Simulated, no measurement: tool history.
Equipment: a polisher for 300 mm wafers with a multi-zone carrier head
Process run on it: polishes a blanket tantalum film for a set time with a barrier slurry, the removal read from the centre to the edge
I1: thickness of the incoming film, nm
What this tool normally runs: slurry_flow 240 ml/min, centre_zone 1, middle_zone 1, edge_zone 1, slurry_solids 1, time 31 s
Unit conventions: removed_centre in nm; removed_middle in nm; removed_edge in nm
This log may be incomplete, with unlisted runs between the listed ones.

Run 1, hour 0: usual settings but centre_zone 1.08, time 21 s; I1 278.1. Result: removed_centre 14.5 nm, removed_middle 14.4 nm, removed_edge 14.6 nm.
Run 2, hour 44.6: usual settings; I1 282.7. Result: removed_centre 19.4 nm, removed_middle 21 nm, removed_edge 21.5 nm.
Run 3, hour 104.2: usual settings but edge_zone 1.11, slurry_solids 1.25; I1 277.9. Result: removed_centre 20.7 nm, removed_middle 22.3 nm, removed_edge 23.6 nm.
Run 4, hour 133.1: usual settings but centre_zone 1.09, middle_zone 0.88, edge_zone 1.03, time 35 s; I1 282.2. Result: removed_centre 24.2 nm, removed_middle 21.4 nm, removed_edge 24.4 nm.
At hour 137: centre zone pressure recalibrated.
At hour 154.3: worn pad replaced by a new one.
Run 5, hour 165: usual settings; I1 282. Result: removed_centre 20.7 nm, removed_middle 21.2 nm, removed_edge 21.3 nm.
Run 6, hour 180.5: usual settings but slurry_solids 1.3, time 39 s; I1 278.5. Result: removed_centre 27.9 nm, removed_middle 28.4 nm, removed_edge 28.5 nm.
Run 7, hour 214.2: usual settings but slurry_flow 200 ml/min; I1 281.9. Result: removed_centre 19.7 nm, removed_middle 20.4 nm, removed_edge 21.2 nm.
At hour 226.7: slurry nozzle cleaned.
Run 8, hour 265.2: usual settings but edge_zone 1.09; I1 279.2. Result: removed_centre 21 nm, removed_middle 21.7 nm, removed_edge 22.3 nm.
Run 9, hour 277.6: usual settings but slurry_flow 165 ml/min; I1 282.1. Result: removed_centre 19.4 nm, removed_middle 20.1 nm, removed_edge 20.7 nm.
Run 10, hour 290.1: usual settings but edge_zone 1.11, slurry_solids 1.25; I1 279.2. Result: removed_centre 22.1 nm, removed_middle 22.9 nm, removed_edge 24.4 nm.
Run 11, hour 322: usual settings; I1 279.5. Result: removed_centre 20.7 nm, removed_middle 21.5 nm, removed_edge 21.3 nm.
At hour 353: edge zone pressure recalibrated.
Run 12, hour 353.5: usual settings but time 38 s; I1 277. Result: removed_centre 25.4 nm, removed_middle 26.3 nm, removed_edge 26.3 nm.
Run 13, hour 372.5: usual settings; I1 280.2. Result: removed_centre 20.6 nm, removed_middle 21.4 nm, removed_edge 21.5 nm.
Run 14, hour 407.7: usual settings but centre_zone 1.12, edge_zone 0.93; I1 282.3. Result: removed_centre 23.1 nm, removed_middle 21.1 nm, removed_edge 21 nm.
At hour 441.9: worn pad replaced by a new one.
Run 15, hour 442.4: usual settings but edge_zone 0.9, time 25 s; I1 285.1. Result: removed_centre 16.3 nm, removed_middle 17 nm, removed_edge 16.4 nm.
Run 16, hour 454.4: usual settings; I1 284.3. Result: removed_centre 20.4 nm, removed_middle 20.9 nm, removed_edge 21.8 nm.
Run 17, hour 468.7: usual settings but time 21 s; I1 279.2. Result: removed_centre 13.9 nm, removed_middle 14.4 nm, removed_edge 14.4 nm.
Run 18, hour 483.8: usual settings; I1 284. Result: removed_centre 20.4 nm, removed_middle 21.2 nm, removed_edge 21.2 nm.
Run 19, hour 501: usual settings but middle_zone 0.96; I1 280. Result: removed_centre 20.2 nm, removed_middle 20.7 nm, removed_edge 21.5 nm.
Run 20, hour 514.6: usual settings but slurry_flow 310 ml/min, centre_zone 1.08, edge_zone 0.96; I1 277.1. Result: removed_centre 22.8 nm, removed_middle 22 nm, removed_edge 21.7 nm.
Run 21, hour 596.3: usual settings; I1 284. Result: removed_centre 20.2 nm, removed_middle 21 nm, removed_edge 20.9 nm.
Run 22, hour 631.9: usual settings; I1 276.3. Result: removed_centre 20.1 nm, removed_middle 20.9 nm, removed_edge 21.3 nm.

Results for each run, recomputed without the tool's hidden state and with each run's random variation untouched:
Hidden state present: removal rate lost through wear of the pad, %; slurry flow missing at the pad, %; deviation of the centre zone's pressure from its setpoint, %; deviation of the edge zone's pressure from its setpoint, %.
run  removed_centre  removed_middle  removed_edge
  1            15.9              15            15
  2            21.3            21.8          22.1
  3            22.8            23.2          24.3
  4            26.7            22.3          25.1
  5            21.5            22.1          21.9
  6              29            29.6          29.3
  7            20.9            21.4            22
  8            21.3              22          22.4
  9              20            20.5          20.9
 10            22.7            23.2          24.7
 11            21.4            21.9          21.6
 12            26.4            26.9          26.8
 13            21.5            21.9          21.9
 14            24.2            21.7          21.4
 15            17.2            17.5          16.7
 16            21.6            21.6          22.3
 17            14.7            14.9          14.8
 18            21.6              22          21.7
 19            21.5            21.4          22.1
 20            24.1            22.6          22.1
 21            21.8            21.8          21.6
 22            21.7            21.8            22
